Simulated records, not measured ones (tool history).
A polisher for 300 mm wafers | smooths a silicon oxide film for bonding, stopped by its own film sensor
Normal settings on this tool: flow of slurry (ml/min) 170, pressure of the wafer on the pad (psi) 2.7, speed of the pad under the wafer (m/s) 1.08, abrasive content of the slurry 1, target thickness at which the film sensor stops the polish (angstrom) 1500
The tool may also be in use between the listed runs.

run,day,flow of slurry (ml/min),pressure of the wafer on the pad (psi),speed of the pad under the wafer (m/s),abrasive content of the slurry,target thickness at which the film sensor stops the polish (angstrom),wafers since the last listed run,wafers polished on this pad,hours since the slurry nozzle was cleaned,hours since the head pressure was calibrated,hours since the slurry blender was calibrated,"incoming thickness of the incoming film, nm",time until the film sensor stopped the polish (s)
1,0,205,2.7,1.08,1.1,1500,0,998,214.8,149.4,193.5,189.4,42.4
2,0.862,205,2.7,1.08,1.1,1500,250,1248,235.5,170.1,214.2,188.6,41.3
3,3.138,205,2.7,1.08,1.1,1500,659,1907,290.1,224.7,268.8,191.5,46.1
# day 3.292: slurry nozzle cleaned
# day 3.383: worn pad replaced by a new one
4,3.679,170,2.7,1.08,1,1500,119,86,9.3,237.7,281.8,189.2,45.3
5,4.279,170,2.7,1.08,1,1500,173,260,23.7,252.1,296.2,190.5,45.8
6,4.796,170,2.7,1.08,1,1500,149,409,36.1,264.5,308.6,190.1,45
7,5.371,170,2.7,1.08,1,1500,166,576,49.9,278.3,322.4,189.9,45.7
8,8.521,170,2.7,1.08,1,1500,913,1489,125.5,353.9,398,189.3,44.2
9,9.388,170,2.7,1.08,1,1500,251,1741,146.3,374.7,418.8,190.1,46.6
# day 9.717: worn pad replaced by a new one
10,10.508,170,2.7,1.08,1,1500,276,228,173.2,401.6,445.7,190.8,47.1
# day 10.95: head pressure recalibrated
11,11.267,170,2.7,1.08,1,1500,195,424,191.4,7.6,463.9,190.2,46
# day 12.417: slurry blender recalibrated
12,12.65,170,2.7,1.08,1,1500,376,801,224.6,40.8,5.6,188.6,43.3
13,13.6,170,2.7,1.08,1,1470,275,1076,247.4,63.6,28.4,187.8,46.5
14,14.804,170,2.7,1.36,0.75,1500,349,1425,276.3,92.5,57.3,188.8,40.7
15,15.417,170,2.7,1.22,1,1500,177,1603,291,107.2,72,189.8,40.7
# day 16.154: slurry nozzle cleaned
# day 16.875: worn pad replaced by a new one
16,16.896,110,3.1,1.08,1.1,1370,368,6,17.8,142.7,107.5,191.4,56.8
17,18.204,230,1.9,1.08,1,1500,379,385,49.2,174.1,138.9,192.3,61
18,18.829,170,2.7,1.36,0.75,1500,181,566,64.2,189.1,153.9,190,42.2
19,19.746,170,3,0.76,1,1500,265,832,86.2,211.1,175.9,189.1,53
20,20.746,170,2.7,1.08,1,1500,289,1122,110.2,235.1,199.9,192.7,49.4
# day 23.292: worn pad replaced by a new one
21,23.312,170,3.4,0.84,0.9,1410,695,6,171.8,296.7,261.5,192.2,60.8
22,24.467,170,2.7,0.76,1,1590,334,341,199.5,324.4,289.2,189.7,46.5
23,25.412,170,2.7,0.74,1,1410,274,615,222.2,347.1,311.9,189.6,76.6
24,25.954,170,3.4,0.84,0.9,1410,157,772,235.2,360.1,324.9,190.1,58.6
25,27.042,170,2.7,1.34,0.9,1500,315,1087,261.3,386.2,351,191.5,39.8
# day 28: slurry nozzle cleaned
# day 28.742: head pressure recalibrated
# day 28.767: worn pad replaced by a new one
26,31.346,170,3.2,0.78,1.25,1440,1204,747,80.3,62.5,454.3,190,54.5

4 ways to go on from here, each from the tool as it stands after run 26. What would each give?
A,31.362,170,2.7,1.08,1.1,1500,4,752,80.7,62.9,454.7,192,?
B,31.362,170,3.3,1.08,1,1400,4,752,80.7,62.9,454.7,192,?
C,31.362,155,2.7,1.08,1,1500,4,752,80.7,62.9,454.7,192,?
D,31.362,170,3.6,0.86,1,1500,4,752,80.7,62.9,454.7,192,?

run,time until the film sensor stopped the polish (s)
A,47.3
B,51
C,49.3
D,45.9
What these runs would have given with no unlogged condition in the tool:
run,time until the film sensor stopped the polish (s)
A,47.3
B,51
C,49.3
D,45.9
